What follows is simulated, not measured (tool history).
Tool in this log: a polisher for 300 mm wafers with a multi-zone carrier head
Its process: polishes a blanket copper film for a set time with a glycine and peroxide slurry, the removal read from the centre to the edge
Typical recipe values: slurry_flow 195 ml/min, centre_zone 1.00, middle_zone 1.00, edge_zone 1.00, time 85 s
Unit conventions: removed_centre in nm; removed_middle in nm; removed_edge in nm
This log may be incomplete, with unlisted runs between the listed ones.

run	hour	slurry_flow	centre_zone	middle_zone	edge_zone	time	wafers since the last listed run	wafers polished on this pad	hours since the slurry nozzle was cleaned	hours since the centre zone pressure was calibrated	hours since the edge zone pressure was calibrated	hours since the carrier head's membrane was replaced	incoming thickness of the incoming film, nm	removed_centre	removed_middle	removed_edge
1	0.0	195	1.02	1.00	1.00	85	0	188	270.9	407.3	151.0	1468.5	1284.3	431.9	430.3	447.7
2	16.2	195	1.02	1.00	1.00	85	90	279	287.1	423.5	167.2	1484.7	1276.1	422.6	430.2	444.3
3	27.5	195	1.02	1.00	1.00	85	63	342	298.4	434.8	178.5	1496.0	1306.6	424.0	424.4	438.4
4	44.9	195	1.00	1.00	1.00	85	97	440	315.8	452.2	195.9	1513.4	1274.2	411.0	426.1	432.0
5	56.3	195	1.00	1.00	1.00	85	63	504	327.2	463.6	207.3	1524.8	1282.7	414.4	427.1	432.0
6	70.1	195	1.00	1.00	1.00	85	77	581	341.0	477.4	221.1	1538.6	1274.5	413.2	419.0	434.6
# hour 79.3: centre zone pressure recalibrated
# hour 80.9: carrier head's membrane replaced by a new one
7	84.6	195	1.00	1.00	1.00	85	60	642	355.5	5.3	235.6	3.7	1281.8	413.3	418.7	428.5
8	96.3	195	1.00	1.00	1.00	85	65	707	367.2	17.0	247.3	15.4	1272.4	421.5	414.5	431.6
9	111.5	195	1.00	1.00	1.00	85	85	793	382.4	32.2	262.5	30.6	1282.5	394.3	411.2	426.0
10	122.8	195	1.00	1.00	1.00	85	63	856	393.7	43.5	273.8	41.9	1273.8	405.7	406.8	419.6
11	129.7	195	1.00	1.00	1.00	85	38	895	400.6	50.4	280.7	48.8	1282.3	398.6	409.4	418.7
12	142.3	195	1.03	1.00	1.00	98	70	965	413.2	63.0	293.3	61.4	1273.0	471.9	460.6	479.1
13	149.5	195	1.00	1.00	1.00	85	40	1006	420.4	70.2	300.5	68.6	1264.8	402.0	402.2	407.7
14	159.5	195	1.00	1.00	1.00	73	56	1062	430.4	80.2	310.5	78.6	1274.9	344.5	336.5	351.3
# hour 170.0: worn pad replaced by a new one
15	170.5	230	1.06	1.10	1.04	85	39	2	441.4	91.2	321.5	89.6	1300.9	398.5	408.8	380.2
# hour 182.6: edge zone pressure recalibrated
16	184.5	195	0.91	0.96	1.00	85	67	70	455.4	105.2	1.9	103.6	1288.3	326.5	358.8	376.0
# hour 190.3: slurry nozzle cleaned
17	192.1	125	1.00	0.91	1.06	101	36	107	1.8	112.8	9.5	111.2	1291.5	409.0	383.2	449.7
18	204.6	195	1.00	1.00	1.00	85	70	177	14.3	125.3	22.0	123.7	1275.2	366.1	367.0	380.8
# hour 212.4: worn pad replaced by a new one, repeated, since the last time left the tool worse
19	212.9	195	1.00	1.00	1.00	85	24	2	22.6	133.6	30.3	132.0	1287.6	431.5	428.6	448.2
20	224.6	145	1.10	1.09	0.94	85	65	68	34.3	145.3	42.0	143.7	1265.1	443.1	461.6	424.8
21	238.2	195	1.00	1.00	1.00	85	76	144	47.9	158.9	55.6	157.3	1260.2	425.8	426.2	452.1
22	246.2	195	0.93	0.88	0.88	85	44	189	55.9	166.9	63.6	165.3	1268.2	390.3	385.4	414.3

What if the next run were any one of these 4? Each begins from the tool's condition after run 22:
A	246.6	195	1.03	1.00	1.00	85	2	191	56.3	167.3	64.0	165.7	1279.3	?	?	?
B	246.6	195	1.07	1.00	1.00	77	2	191	56.3	167.3	64.0	165.7	1279.3	?	?	?
C	246.6	195	1.00	1.00	1.08	64	2	191	56.3	167.3	64.0	165.7	1279.3	?	?	?
D	246.6	195	1.10	1.05	1.09	85	2	191	56.3	167.3	64.0	165.7	1279.3	?	?	?

run	removed_centre	removed_middle	removed_edge
A	433.4	433.9	441.2
B	408.0	393.0	399.7
C	316.8	326.7	345.0
D	463.3	452.0	460.0
Without the tool's unlogged condition, the same runs would have read:
run	removed_centre	removed_middle	removed_edge
A	435.9	436.4	443.7
B	410.3	395.2	401.9
C	318.6	328.6	347.0
D	465.9	454.6	462.6

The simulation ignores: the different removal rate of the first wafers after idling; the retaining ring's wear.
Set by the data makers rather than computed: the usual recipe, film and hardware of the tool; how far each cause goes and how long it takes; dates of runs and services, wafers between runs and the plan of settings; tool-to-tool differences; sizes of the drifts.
